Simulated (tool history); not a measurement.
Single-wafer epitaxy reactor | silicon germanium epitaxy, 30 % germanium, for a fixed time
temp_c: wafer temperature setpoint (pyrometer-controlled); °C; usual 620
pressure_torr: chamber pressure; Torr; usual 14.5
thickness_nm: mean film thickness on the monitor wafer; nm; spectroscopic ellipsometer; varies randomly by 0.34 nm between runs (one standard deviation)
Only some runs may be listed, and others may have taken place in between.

| run | day | temp_c | pressure_torr | wafers since the last listed run | hours since the last pyrometer calibration | hours since the last manometer calibration | hours since the showerhead was replaced | hours since the gauge calibration | read-back reference wafer on the same gauge, thickness_nm | thickness_nm |
|---|---|---|---|---|---|---|---|---|---|---|
| 1 | 0 | 611 | 11.7 | 0 | 462.7 | 1208.8 | 4544.1 | 29.9 | 73.299 | 53.575 |
| 2 | 0.846 | 611 | 11.7 | 347 | 483 | 1229.1 | 4564.4 | 50.2 | 73.268 | 53 |
| 3 | 1.496 | 611 | 11.7 | 266 | 498.6 | 1244.7 | 4580 | 65.8 | 73.248 | 53.954 |
| 4 | 2.758 | 620 | 14.5 | 517 | 528.9 | 1275 | 4610.3 | 96.1 | 73.371 | 75.249 |
| 5 | 3.933 | 620 | 14.5 | 482 | 557.1 | 1303.2 | 4638.5 | 124.3 | 73.255 | 75.589 |
| 6 | 5.058 | 620 | 14.5 | 461 | 584.1 | 1330.2 | 4665.5 | 151.3 | 73.418 | 75.52 |
| 7 | 5.85 | 620 | 16.5 | 324 | 603.1 | 1349.2 | 4684.5 | 170.3 | 73.425 | 82.226 |
| 8 | 7.262 | 620 | 14.5 | 579 | 637 | 1383.1 | 4718.4 | 204.2 | 73.497 | 75.831 |
| 9 | 7.804 | 620 | 14.5 | 222 | 650 | 1396.1 | 4731.4 | 217.2 | 73.689 | 75.647 |
| 10 | 8.958 | 620 | 14.5 | 473 | 677.7 | 1423.8 | 4759.1 | 244.9 | 73.809 | 75.572 |
| 11 | 9.65 | 628 | 13.5 | 283 | 694.3 | 1440.4 | 4775.7 | 261.5 | 73.866 | 84.252 |
| 12 | 10.446 | 628 | 13.5 | 326 | 713.4 | 1459.5 | 4794.8 | 280.6 | 74.012 | 84.14 |
| 13 | 11.196 | 628 | 13.5 | 307 | 731.4 | 1477.5 | 4812.8 | 298.6 | 74.091 | 84.253 |
| 14 | 11.996 | 620 | 14.5 | 328 | 750.6 | 1496.7 | 4832 | 317.8 | 74.002 | 75.938 |
| 15 | 12.5 | 620 | 16.4 | 206 | 762.7 | 1508.8 | 4844.1 | 329.9 | 74.083 | 82.722 |
| 16 | 13.471 | 610 | 11.3 | 398 | 786 | 1532.1 | 4867.4 | 353.2 | 74.068 | 51.439 |
| 17 | 14.071 | 620 | 13.3 | 246 | 800.4 | 1546.5 | 4881.8 | 367.6 | 74.302 | 72.146 |
| 18 | 14.604 | 605 | 16.7 | 218 | 813.2 | 1559.3 | 4894.6 | 380.4 | 74.437 | 61.664 |
| 19 | 15.179 | 631 | 13.2 | 235 | 827 | 1573.1 | 4908.4 | 394.2 | 74.417 | 89.303 |
| 20 | 15.738 | 620 | 14.5 | 229 | 840.4 | 1586.5 | 4921.8 | 407.6 | 74.414 | 76.041 |
|  | 16.646 | capacitance manometer re-zeroed and calibrated |
| 21 | 16.75 | 608 | 11.6 | 278 | 864.7 | 2.5 | 4946.1 | 431.9 | 74.492 | 50.796 |
|  | 18.262 | gauge calibrated |
|  | 19.1 | showerhead replaced |
|  | 19.367 | pyrometer calibrated |
| 22 | 20.917 | 629 | 13.3 | 1463 | 37.2 | 102.5 | 43.6 | 63.7 | 73.195 | 85.081 |
| 23 | 21.767 | 635 | 11.3 | 348 | 57.6 | 122.9 | 64 | 84.1 | 73.262 | 84.401 |
| 24 | 23.017 | 620 | 14.5 | 512 | 87.6 | 152.9 | 94 | 114.1 | 73.382 | 75.474 |
| 25 | 24.817 | 620 | 16.4 | 738 | 130.8 | 196.1 | 137.2 | 157.3 | 73.586 | 81.688 |
| 26 | 25.971 | 620 | 14.5 | 473 | 158.5 | 223.8 | 164.9 | 185 | 73.613 | 75.123 |
| 27 | 26.988 | 620 | 11.7 | 417 | 182.9 | 248.2 | 189.3 | 209.4 | 73.741 | 64.904 |
| 28 | 28.333 | 611 | 16.7 | 552 | 215.2 | 280.5 | 221.6 | 241.7 | 73.795 | 69.3 |
| 29 | 29.275 | 620 | 12.8 | 386 | 237.8 | 303.1 | 244.2 | 264.3 | 73.774 | 68.816 |
| 30 | 30.142 | 615 | 12 | 355 | 258.6 | 323.9 | 265 | 285.1 | 73.84 | 59.4 |

Here are 4 independent what-if runs from the current tool condition. What would each one return?
| A | 30.158 | 620 | 13.5 | 6 | 259 | 324.3 | 265.4 | 285.5 | ? | ? |
| B | 30.158 | 626 | 12.5 | 6 | 259 | 324.3 | 265.4 | 285.5 | ? | ? |
| C | 30.158 | 616 | 17.2 | 6 | 259 | 324.3 | 265.4 | 285.5 | ? | ? |
| D | 30.158 | 631 | 12.2 | 6 | 259 | 324.3 | 265.4 | 285.5 | ? | ? |

| run | read-back reference wafer on the same gauge, thickness_nm | thickness_nm |
|---|---|---|
| A | 73.963 | 72.491 |
| B | 73.963 | 77.089 |
| C | 73.963 | 78.518 |
| D | 73.963 | 83.39 |
Had the tool no hidden state, the same runs would have come out as:
| run | thickness_nm |
|---|---|
| A | 72.02 |
| B | 76.588 |
| C | 78.008 |
| D | 82.848 |

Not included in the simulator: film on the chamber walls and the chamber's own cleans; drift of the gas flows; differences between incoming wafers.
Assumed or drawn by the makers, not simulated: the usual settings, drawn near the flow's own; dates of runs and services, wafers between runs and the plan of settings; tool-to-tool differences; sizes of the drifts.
